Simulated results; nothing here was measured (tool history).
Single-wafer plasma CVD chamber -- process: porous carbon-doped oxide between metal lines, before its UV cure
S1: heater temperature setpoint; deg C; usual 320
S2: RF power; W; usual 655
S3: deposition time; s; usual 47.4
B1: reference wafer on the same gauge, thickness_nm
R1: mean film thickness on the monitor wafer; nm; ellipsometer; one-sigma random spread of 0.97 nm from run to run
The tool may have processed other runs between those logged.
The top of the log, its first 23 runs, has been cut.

Run 24, hour 2048.1: usual settings; B1 266.699. Result: R1 254.959 nm.
Run 25, hour 2087: usual settings but S1 313 deg C, S2 730 W, S3 54.6 s; B1 266.84. Result: R1 318.164 nm.
Run 26, hour 2143.6: usual settings but S1 311 deg C, S3 55.9 s; B1 267.066. Result: R1 308.159 nm.
At hour 2179.2: thermocouple changed; heater temperature recalibrated.
Run 27, hour 2198.3: usual settings but S2 720 W; B1 267.558. Result: R1 277.404 nm.
Run 28, hour 2296.8: usual settings but S2 775 W, S3 54.8 s; B1 266.419. Result: R1 329.683 nm.
Run 29, hour 2344.6: usual settings but S1 307 deg C, S2 750 W, S3 55.8 s; B1 266.594. Result: R1 350.586 nm.
Run 30, hour 2409.4: usual settings but S1 305 deg C; B1 266.707. Result: R1 277.682 nm.
Run 31, hour 2452.1: usual settings but S2 530 W, S3 42.5 s; B1 266.631. Result: R1 204.496 nm.
At hour 2493.3: RF generator calibrated.
Run 32, hour 2546.2: usual settings; B1 266.806. Result: R1 262.543 nm.
Run 33, hour 2629.9: usual settings but S1 314 deg C; B1 266.423. Result: R1 271.419 nm.
Run 34, hour 2675.8: usual settings but S1 306 deg C, S2 545 W, S3 52.2 s; B1 267.095. Result: R1 275.014 nm.
Run 35, hour 2731.4: usual settings but S3 49.9 s; B1 267.291. Result: R1 275.176 nm.

Consider 3 possible next runs. They are alternatives, not a sequence: every one starts from the tool as it was left by run 35. What does each give?
Run A, hour 2731.8: usual settings; B1 ?. Result: R1 ?.
Run B, hour 2731.8: usual settings but S2 775 W, S3 52.3 s; B1 ?. Result: R1 ?.
Run C, hour 2731.8: usual settings but S1 328 deg C, S2 720 W, S3 50.3 s; B1 ?. Result: R1 ?.

run       B1       R1
  A  267.062  262.531
  B  267.062  319.181
  C  267.062  284.151
Without the tool's unlogged condition, the same runs would have read:
run       R1
  A  264.902
  B  322.064
  C   286.67

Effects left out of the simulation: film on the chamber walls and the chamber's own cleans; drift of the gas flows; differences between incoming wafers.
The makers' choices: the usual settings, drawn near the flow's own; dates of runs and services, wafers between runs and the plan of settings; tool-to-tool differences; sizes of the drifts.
